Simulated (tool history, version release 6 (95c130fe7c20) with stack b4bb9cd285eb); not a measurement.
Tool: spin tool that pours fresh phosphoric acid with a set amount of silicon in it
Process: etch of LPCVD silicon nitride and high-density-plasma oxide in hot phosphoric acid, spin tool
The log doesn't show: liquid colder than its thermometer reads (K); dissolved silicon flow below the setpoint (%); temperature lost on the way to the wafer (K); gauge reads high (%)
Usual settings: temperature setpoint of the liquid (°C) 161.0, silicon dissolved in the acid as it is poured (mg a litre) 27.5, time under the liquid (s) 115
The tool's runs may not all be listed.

| run | hour | temperature setpoint of the liquid (°C) | silicon dissolved in the acid as it is poured (mg a litre) | time under the liquid (s) | wafers since the last listed run | hours since the thermometer was replaced | hours since the dissolved silicon flow meter was replaced | hours since the heated supply line was repaired | hours since the gauge calibration | read-back film thickness of the LPCVD silicon nitride reference wafer, read on the same gauge (nm) | read-back film thickness of the high-density-plasma oxide reference wafer, read on the same gauge (nm) | thickness taken off the LPCVD silicon nitride on a monitor wafer (nm) | thickness taken off the high-density-plasma oxide on a monitor wafer (nm) |
|---|---|---|---|---|---|---|---|---|---|---|---|---|---|
| 1 | 0.0 | 158.5 | 27.5 | 65 | 0 | 2205.8 | 8.1 | 4020.3 | 84.0 | 139.98 | 30.043 | 4.88 | 0.141 |
| 2 | 12.0 | 161.0 | 27.5 | 115 | 135 | 2217.8 | 20.1 | 4032.3 | 96.0 | 139.98 | 30.023 | 9.42 | 0.283 |
| 3 | 26.6 | 163.0 | 27.5 | 115 | 164 | 2232.4 | 34.7 | 4046.9 | 110.6 | 139.99 | 29.968 | 10.08 | 0.404 |
| 4 | 39.0 | 161.0 | 27.5 | 115 | 140 | 2244.8 | 47.1 | 4059.3 | 123.0 | 140.04 | 30.009 | 9.42 | 0.357 |
|  | 49.9 | heated supply line repaired |
| 5 | 54.5 | 164.0 | 27.5 | 170 | 163 | 2260.3 | 62.6 | 4.6 | 138.5 | 140.00 | 29.976 | 17.69 | 0.848 |
| 6 | 62.6 | 160.0 | 17.5 | 135 | 91 | 2268.4 | 70.7 | 12.7 | 146.6 | 140.01 | 29.991 | 12.32 | 0.588 |
| 7 | 75.4 | 161.0 | 20.5 | 135 | 144 | 2281.2 | 83.5 | 25.5 | 159.4 | 140.02 | 29.970 | 12.73 | 0.644 |
| 8 | 84.2 | 161.0 | 27.5 | 115 | 99 | 2290.0 | 92.3 | 34.3 | 168.2 | 140.01 | 30.004 | 10.74 | 0.425 |
| 9 | 99.0 | 164.0 | 48.5 | 115 | 167 | 2304.8 | 107.1 | 49.1 | 183.0 | 139.96 | 30.015 | 11.91 | 0.199 |
|  | 105.3 | thermometer replaced |
| 10 | 105.7 | 161.0 | 27.5 | 115 | 64 | 0.4 | 113.8 | 55.8 | 189.7 | 140.01 | 29.944 | 10.85 | 0.419 |
| 11 | 112.5 | 162.5 | 33.5 | 135 | 76 | 7.2 | 120.6 | 62.6 | 196.5 | 140.00 | 29.978 | 13.28 | 0.458 |
| 12 | 128.0 | 161.0 | 34.5 | 165 | 175 | 22.7 | 136.1 | 78.1 | 212.0 | 139.98 | 30.039 | 15.42 | 0.504 |
| 13 | 140.2 | 158.5 | 7.5 | 175 | 137 | 34.9 | 148.3 | 90.3 | 224.2 | 139.99 | 29.966 | 15.18 | 1.090 |
| 14 | 151.8 | 159.5 | 16.5 | 145 | 130 | 46.5 | 159.9 | 101.9 | 235.8 | 140.02 | 30.005 | 13.05 | 0.705 |
| 15 | 162.4 | 161.0 | 27.5 | 135 | 119 | 57.1 | 170.5 | 112.5 | 246.4 | 140.05 | 29.993 | 12.68 | 0.442 |
| 16 | 176.7 | 161.0 | 44.5 | 115 | 161 | 71.4 | 184.8 | 126.8 | 260.7 | 140.02 | 30.030 | 10.76 | 0.158 |
| 17 | 187.6 | 159.0 | 27.5 | 135 | 123 | 82.3 | 195.7 | 137.7 | 271.6 | 139.98 | 29.977 | 11.89 | 0.419 |
| 18 | 194.9 | 161.0 | 27.5 | 115 | 82 | 89.6 | 203.0 | 145.0 | 278.9 | 140.00 | 29.973 | 10.73 | 0.401 |
| 19 | 211.6 | 161.0 | 27.5 | 115 | 188 | 106.3 | 219.7 | 161.7 | 295.6 | 140.00 | 29.988 | 10.78 | 0.448 |
| 20 | 221.6 | 162.0 | 17.5 | 115 | 112 | 116.3 | 229.7 | 171.7 | 305.6 | 140.01 | 29.978 | 11.12 | 0.692 |

5 ways to go on from here, each from the tool as it stands after run 20. What would each give?
| A | 222.0 | 161.0 | 5.5 | 115 | 4 | 116.7 | 230.1 | 172.1 | 306.0 | ? | ? | ? | ? |
| B | 222.0 | 164.0 | 15.5 | 170 | 4 | 116.7 | 230.1 | 172.1 | 306.0 | ? | ? | ? | ? |
| C | 222.0 | 158.5 | 10.5 | 115 | 4 | 116.7 | 230.1 | 172.1 | 306.0 | ? | ? | ? | ? |
| D | 222.0 | 161.0 | 27.5 | 70 | 4 | 116.7 | 230.1 | 172.1 | 306.0 | ? | ? | ? | ? |
| E | 222.0 | 161.0 | 27.5 | 145 | 4 | 116.7 | 230.1 | 172.1 | 306.0 | ? | ? | ? | ? |

| run | read-back film thickness of the LPCVD silicon nitride reference wafer, read on the same gauge (nm) | read-back film thickness of the high-density-plasma oxide reference wafer, read on the same gauge (nm) | thickness taken off the LPCVD silicon nitride on a monitor wafer (nm) | thickness taken off the high-density-plasma oxide on a monitor wafer (nm) |
|---|---|---|---|---|
| A | 139.98 | 30.004 | 10.77 | 0.793 |
| B | 139.98 | 30.004 | 17.59 | 1.165 |
| C | 139.98 | 30.004 | 9.90 | 0.592 |
| D | 139.98 | 30.004 | 6.55 | 0.268 |
| E | 139.98 | 30.004 | 13.58 | 0.555 |
Without the tool's hidden state the same runs would have given:
| run | thickness taken off the LPCVD silicon nitride on a monitor wafer (nm) | thickness taken off the high-density-plasma oxide on a monitor wafer (nm) |
|---|---|---|
| A | 10.88 | 0.811 |
| B | 17.77 | 1.192 |
| C | 10.00 | 0.606 |
| D | 6.62 | 0.274 |
| E | 13.72 | 0.568 |

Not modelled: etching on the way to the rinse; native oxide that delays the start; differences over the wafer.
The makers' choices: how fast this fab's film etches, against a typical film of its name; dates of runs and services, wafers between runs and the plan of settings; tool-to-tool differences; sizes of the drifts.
